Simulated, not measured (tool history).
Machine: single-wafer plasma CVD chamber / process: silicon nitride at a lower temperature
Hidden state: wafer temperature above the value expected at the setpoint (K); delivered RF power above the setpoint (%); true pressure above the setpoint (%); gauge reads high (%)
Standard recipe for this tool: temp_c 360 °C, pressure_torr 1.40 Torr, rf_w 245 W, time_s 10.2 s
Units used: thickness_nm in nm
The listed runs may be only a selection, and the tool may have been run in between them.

| run | day | temp_c | pressure_torr | rf_w | time_s | wafers since the last listed run | hours since the last thermocouple change | hours since the last RF generator calibration | hours since the last manometer calibration | hours since the showerhead was replaced | hours since the gauge calibration | read-back reference wafer on the same gauge, thickness_nm | thickness_nm |
|---|---|---|---|---|---|---|---|---|---|---|---|---|---|
| 1 | 0.000 | 360 | 1.40 | 245 | 10.2 | 0 | 2250.6 | 2008.0 | 1204.4 | 4051.8 | 381.9 | 10.666 | 9.172 |
| 2 | 1.246 | 360 | 1.40 | 245 | 10.2 | 682 | 2280.5 | 2037.9 | 1234.3 | 4081.7 | 411.8 | 10.669 | 9.210 |
| 3 | 2.496 | 360 | 1.40 | 245 | 10.2 | 684 | 2310.5 | 2067.9 | 1264.3 | 4111.7 | 441.8 | 10.669 | 9.122 |
| 4 | 4.525 | 360 | 1.40 | 245 | 10.2 | 1111 | 2359.2 | 2116.6 | 1313.0 | 4160.4 | 490.5 | 10.667 | 9.159 |
| 5 | 5.942 | 366 | 1.40 | 270 | 10.2 | 775 | 2393.2 | 2150.6 | 1347.0 | 4194.4 | 524.5 | 10.675 | 9.789 |
| 6 | 6.775 | 352 | 1.67 | 245 | 10.2 | 456 | 2413.2 | 2170.6 | 1367.0 | 4214.4 | 544.5 | 10.666 | 9.659 |
| 7 | 8.167 | 360 | 1.40 | 245 | 10.2 | 762 | 2446.6 | 2204.0 | 1400.4 | 4247.8 | 577.9 | 10.669 | 9.163 |
| 8 | 9.525 | 360 | 1.40 | 245 | 10.2 | 743 | 2479.2 | 2236.6 | 1433.0 | 4280.4 | 610.5 | 10.673 | 9.058 |
| 9 | 10.679 | 360 | 1.40 | 245 | 10.2 | 632 | 2506.9 | 2264.3 | 1460.7 | 4308.1 | 638.2 | 10.672 | 9.181 |
|  | 10.846 | gauge calibrated |
| 10 | 11.221 | 360 | 1.40 | 245 | 10.2 | 296 | 2519.9 | 2277.3 | 1473.7 | 4321.1 | 9.0 | 10.676 | 9.120 |
|  | 11.804 | RF generator calibrated |
| 11 | 12.529 | 360 | 1.40 | 245 | 10.2 | 533 | 2551.3 | 17.4 | 1505.1 | 4352.5 | 40.4 | 10.682 | 9.713 |
| 12 | 13.642 | 360 | 1.24 | 245 | 10.2 | 609 | 2578.0 | 44.1 | 1531.8 | 4379.2 | 67.1 | 10.665 | 9.326 |
| 13 | 14.321 | 360 | 1.24 | 245 | 10.2 | 371 | 2594.3 | 60.4 | 1548.1 | 4395.5 | 83.4 | 10.659 | 9.266 |
| 14 | 15.279 | 364 | 1.07 | 245 | 8.7 | 524 | 2617.3 | 83.4 | 1571.1 | 4418.5 | 106.4 | 10.669 | 7.515 |
|  | 16.550 | showerhead replaced |
| 15 | 16.571 | 373 | 1.40 | 245 | 9.4 | 524 | 2648.3 | 114.4 | 1602.1 | 0.5 | 137.4 | 10.665 | 8.801 |
| 16 | 17.454 | 360 | 1.40 | 245 | 10.2 | 483 | 2669.5 | 135.6 | 1623.3 | 21.7 | 158.6 | 10.673 | 9.566 |
|  | 18.021 | capacitance manometer re-zeroed and calibrated |
| 17 | 18.388 | 360 | 1.40 | 245 | 9.1 | 328 | 2691.9 | 158.0 | 8.8 | 44.1 | 181.0 | 10.670 | 8.520 |
| 18 | 19.788 | 360 | 1.31 | 255 | 10.2 | 766 | 2725.5 | 191.6 | 42.4 | 77.7 | 214.6 | 10.676 | 9.658 |
| 19 | 20.308 | 360 | 1.40 | 245 | 10.2 | 285 | 2738.0 | 204.1 | 54.9 | 90.2 | 227.1 | 10.668 | 9.502 |
|  | 21.758 | thermocouple changed; heater temperature recalibrated |
| 20 | 21.804 | 360 | 1.07 | 245 | 10.7 | 636 | 1.1 | 240.0 | 90.8 | 126.1 | 263.0 | 10.664 | 9.082 |
| 21 | 22.971 | 355 | 1.58 | 245 | 10.9 | 638 | 29.1 | 268.0 | 118.8 | 154.1 | 291.0 | 10.663 | 10.534 |
| 22 | 23.725 | 360 | 1.40 | 245 | 10.2 | 413 | 47.2 | 286.1 | 136.9 | 172.2 | 309.1 | 10.678 | 9.442 |
| 23 | 24.433 | 366 | 1.40 | 245 | 10.2 | 387 | 64.2 | 303.1 | 153.9 | 189.2 | 326.1 | 10.682 | 9.501 |
| 24 | 25.367 | 360 | 1.40 | 275 | 10.2 | 511 | 86.6 | 325.5 | 176.3 | 211.6 | 348.5 | 10.670 | 10.272 |
| 25 | 26.100 | 373 | 1.07 | 245 | 10.2 | 401 | 104.2 | 343.1 | 193.9 | 229.2 | 366.1 | 10.669 | 8.581 |
| 26 | 27.304 | 346 | 1.55 | 260 | 10.2 | 659 | 133.1 | 372.0 | 222.8 | 258.1 | 395.0 | 10.679 | 10.228 |

What differs in the tool's unlogged condition from the final listed run ahead of each entry between runs to the first listed run following it?
From run 9 to run 10: gauge calibrated (day 10.846)
  the hidden state is the same at both runs
  measured less the result without the state, thickness_nm: -0.635 -> -0.631 nm
From run 10 to run 11: RF generator calibrated (day 11.804)
  delivered RF power above the setpoint (%): -8.44 -> -1.41
  measured less the result without the state, thickness_nm: -0.631 -> -0.103 nm
From run 14 to run 15: showerhead replaced (day 16.550)
  delivered RF power above the setpoint (%): -2.12 -> -2.44
  measured less the result without the state, thickness_nm: -0.121 -> -0.163 nm
From run 16 to run 17: capacitance manometer re-zeroed and calibrated (day 18.021)
  delivered RF power above the setpoint (%): -2.64 -> -2.86
  measured less the result without the state, thickness_nm: -0.193 -> -0.185 nm
From run 19 to run 20: thermocouple changed; heater temperature recalibrated (day 21.758)
  delivered RF power above the setpoint (%): -3.27 -> -3.58
  measured less the result without the state, thickness_nm: -0.238 -> -0.250 nm

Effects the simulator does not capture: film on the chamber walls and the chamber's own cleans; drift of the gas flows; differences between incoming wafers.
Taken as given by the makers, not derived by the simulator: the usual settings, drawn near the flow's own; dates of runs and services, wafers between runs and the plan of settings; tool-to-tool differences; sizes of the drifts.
